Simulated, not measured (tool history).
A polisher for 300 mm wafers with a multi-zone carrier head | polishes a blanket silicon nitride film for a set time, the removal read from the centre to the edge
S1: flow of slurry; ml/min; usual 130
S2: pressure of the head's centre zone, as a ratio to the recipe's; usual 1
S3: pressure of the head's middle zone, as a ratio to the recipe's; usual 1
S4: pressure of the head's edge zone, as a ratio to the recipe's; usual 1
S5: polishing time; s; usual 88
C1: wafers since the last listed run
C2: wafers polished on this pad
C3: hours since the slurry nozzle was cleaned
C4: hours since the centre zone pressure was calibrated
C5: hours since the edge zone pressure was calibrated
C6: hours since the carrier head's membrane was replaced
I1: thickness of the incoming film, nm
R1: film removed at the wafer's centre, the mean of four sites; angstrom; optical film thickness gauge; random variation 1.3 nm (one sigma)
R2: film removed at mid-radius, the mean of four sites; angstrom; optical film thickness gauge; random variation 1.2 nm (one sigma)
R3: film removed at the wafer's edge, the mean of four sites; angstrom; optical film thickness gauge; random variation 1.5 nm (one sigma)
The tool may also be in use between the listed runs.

run,hour,S1,S2,S3,S4,S5,C1,C2,C3,C4,C5,C6,I1,R1,R2,R3
1,0,130,1,1,1,88,0,1049,148.9,201.8,631.6,368.8,561.6,913,922,951
# hour 0.4: worn pad replaced by a new one
2,46.1,130,1,1,1,88,392,392,195,247.9,677.7,414.9,576.6,937,950,933
3,96.5,130,1,1,1,88,432,824,245.4,298.3,728.1,465.3,572.4,899,935,920
# hour 136.3: worn pad replaced by a new one
4,159.9,130,0.91,1,1,88,509,202,308.8,361.7,791.5,528.7,569.2,765,870,835
5,185.9,130,0.91,1,1,88,223,425,334.8,387.7,817.5,554.7,568,762,857,862
# hour 188.5: slurry nozzle cleaned
# hour 232.1: carrier head's membrane replaced by a new one
6,232.6,130,0.91,1,1,88,349,775,44.1,434.4,864.2,0.5,568.7,736,849,854
7,264.3,130,1,1,1,88,271,1046,75.8,466.1,895.9,32.2,564.6,816,826,836
# hour 276.4: centre zone pressure recalibrated
# hour 280.9: worn pad replaced by a new one, repeated, since the last time left the tool worse
8,316.5,130,1,0.93,1.1,88,396,305,128,40.1,948.1,84.4,568.8,929,872,1013
9,373,130,0.91,1,1.06,88,484,789,184.5,96.6,1004.6,140.9,579.2,824,947,957
# hour 417.3: worn pad replaced by a new one
# hour 418.7: edge zone pressure recalibrated
10,432.1,130,1.05,0.97,1,88,460,114,243.6,155.7,13.4,200,578.5,983,968,954
# hour 481: slurry nozzle cleaned
11,490.7,130,1,1,1,88,494,609,9.7,214.3,72,258.6,568.3,913,935,925
# hour 535.6: worn pad replaced by a new one
12,555,130,1.07,1,1,88,517,166,74,278.6,136.3,322.9,580.6,1018,960,974
13,590.7,130,0.92,1,1.07,113,306,472,109.7,314.3,172,358.6,573,1065,1201,1287
14,622.2,130,1.08,1.1,0.91,80,270,742,141.2,345.8,203.5,390.1,566.4,896,927,807

Forecast each of these 4 alternatives for the next run:
A,622.6,130,1,1,1,61,3,746,141.6,346.2,203.9,390.5,577.1,?,?,?
B,622.6,170,1.07,1,1,88,3,746,141.6,346.2,203.9,390.5,577.1,?,?,?
C,622.6,90,1,1,0.94,88,3,746,141.6,346.2,203.9,390.5,577.1,?,?,?
D,622.6,130,0.93,1,0.95,113,3,746,141.6,346.2,203.9,390.5,577.1,?,?,?

run,R1,R2,R3
A,627,645,643
B,1024,979,963
C,812,848,845
D,1080,1196,1163
Without the tool's hidden state the same runs would have given:
run,R1,R2,R3
A,661,681,678
B,1080,1033,1015
C,856,894,891
D,1139,1261,1226
